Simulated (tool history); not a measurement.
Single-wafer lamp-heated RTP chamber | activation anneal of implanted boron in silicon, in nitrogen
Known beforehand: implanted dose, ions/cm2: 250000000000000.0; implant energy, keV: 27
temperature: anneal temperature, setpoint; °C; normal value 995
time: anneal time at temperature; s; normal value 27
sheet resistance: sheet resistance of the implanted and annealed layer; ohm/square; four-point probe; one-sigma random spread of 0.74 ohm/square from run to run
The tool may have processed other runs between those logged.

run    hour  temperature  time  read-back reference wafer on the same gauge, sheet resistance  sheet resistance
  1       0          995    27                                                         370.27            354.84
  2    34.2          986    18                                                         369.87            361.95
  3    77.5          986    18                                                         369.94            362.03
  4   125.2          995    27                                                         370.03             354.6
  5   163.9          995    27                                                         370.03            354.27
  6   208.4          995    27                                                         370.08            354.45
  7   259.8          995    27                                                         370.08            353.38
  8   313.3          995    27                                                         370.21            352.29
      346.4  -- pyrometer window cleaned and pyrometer calibrated
  9   368.1          995    27                                                         369.92            355.88
        388  -- reflector plate cleaned
 10   399.8          995    27                                                         369.97            355.38
 11   466.9          995    27                                                         370.05            354.43
      472.4  -- gauge calibrated
 12   522.2          995    27                                                         370.08            353.25
 13   567.2          995    27                                                         370.02            352.49
 14   603.9          995    27                                                         370.03            354.61
 15   636.2          995    27                                                         370.19            353.52
 16   704.5         1022    20                                                            370            350.93
 17     736         1003    18                                                         370.06            351.38
 18   803.5          968    35                                                         370.02            361.81
      813.4  -- pyrometer window cleaned and pyrometer calibrated
      848.2  -- reflector plate cleaned
 19   855.5          986    42                                                          370.1            358.64
 20   895.2         1006    40                                                         370.14            351.14
 21   930.4          995    27                                                         370.01            355.61
 22   982.1          995    27                                                         369.87            353.59
 23  1191.8          995    27                                                         370.03            352.28
     1233.5  -- pyrometer window cleaned and pyrometer calibrated
 24  1245.7         1022    32                                                         369.85            349.76
     1276.3  -- reflector plate cleaned
 25  1311.4          995    42                                                         370.24            353.51
 26    1357          985    21                                                         369.75            360.49
 27  1421.4         1019    21                                                         370.06            351.61
 28  1491.5          995    18                                                         370.07            355.27
 29  1549.1          974    34                                                         369.99            362.79
 30  1605.1          981    32                                                         369.94             355.9
     1642.7  -- pyrometer window cleaned and pyrometer calibrated
 31  1673.4          995    14                                                         369.99            357.92
 32  1698.2         1011    37                                                         370.08            350.97
 33  1745.2          995    27                                                         369.84            354.54
     1770.8  -- reflector plate cleaned
 34  1805.8         1004    36                                                         370.01            350.87
 35  1839.5          985    43                                                          370.1            355.02

For some of the steps in sheet resistance from one run to the next: how much would appear even if the tool had no hidden state, given the settings, what came in and random variation, and how much remains for the hidden state plus any gauge scatter that the measured result and the result without hidden state don't share?
Hidden state present: true wafer temperature minus pyrometer reading, K; wafer temperature error from the tarnished reflector plate, K; gauge reads high (%).
Run 17 -> 18: temperature 1003 -> 968, time 18 -> 35. sheet resistance +10.43 ohm/square: hidden state -11.52, all else +21.95.
Run 18 -> 19: temperature 968 -> 986, time 35 -> 42, pyrometer window cleaned and pyrometer calibrated, reflector plate cleaned. sheet resistance -3.17 ohm/square: hidden state +13.36, all else -16.53.
Run 26 -> 27: temperature 985 -> 1019. sheet resistance -8.88 ohm/square: hidden state +2, all else -10.88.
Run 28 -> 29: temperature 995 -> 974, time 18 -> 34. sheet resistance +7.52 ohm/square: hidden state -4.77, all else +12.29.
Run 30 -> 31: temperature 981 -> 995, time 32 -> 14, pyrometer window cleaned and pyrometer calibrated. sheet resistance +2.02 ohm/square: hidden state +5.34, all else -3.32.
